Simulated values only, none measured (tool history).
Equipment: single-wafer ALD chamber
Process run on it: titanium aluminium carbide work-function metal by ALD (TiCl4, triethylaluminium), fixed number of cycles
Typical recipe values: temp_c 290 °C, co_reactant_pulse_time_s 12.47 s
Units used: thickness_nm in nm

run,day,temp_c,co_reactant_pulse_time_s,"read-back reference wafer on the same gauge, thickness_nm",thickness_nm
1,0.000,290,12.47,1.891,2.067
2,2.396,290,12.47,1.891,2.066
# day 8.888: triethylaluminium bottle replaced
3,9.333,294,12.47,1.890,2.100
4,12.062,294,12.47,1.889,2.089
5,13.121,294,12.47,1.890,2.101
6,16.017,297,12.47,1.890,2.117
7,18.175,290,14.73,1.891,2.068
8,20.058,290,14.73,1.889,2.086
9,21.904,296,9.84,1.889,2.067
10,23.912,296,9.84,1.890,2.066
11,25.338,296,9.84,1.890,2.067
12,26.871,290,12.47,1.890,2.054
13,29.488,290,12.47,1.890,2.071
# day 30.500: thermocouple changed; heater temperature recalibrated
14,30.700,290,12.47,1.889,2.062
15,32.250,284,16.63,1.890,2.031
# day 32.812: gauge calibrated
16,33.400,290,14.73,1.891,2.074

Run 17 is up next; what results do you expect?
17,36.079,284,16.60,?,?

{"run 17": {"read-back reference wafer on the same gauge, thickness_nm": 1.891, "thickness_nm": 2.034}}
If the tool had no hidden condition, the same run with the same run-to-run variation would have returned thickness_nm 2.034 nm.

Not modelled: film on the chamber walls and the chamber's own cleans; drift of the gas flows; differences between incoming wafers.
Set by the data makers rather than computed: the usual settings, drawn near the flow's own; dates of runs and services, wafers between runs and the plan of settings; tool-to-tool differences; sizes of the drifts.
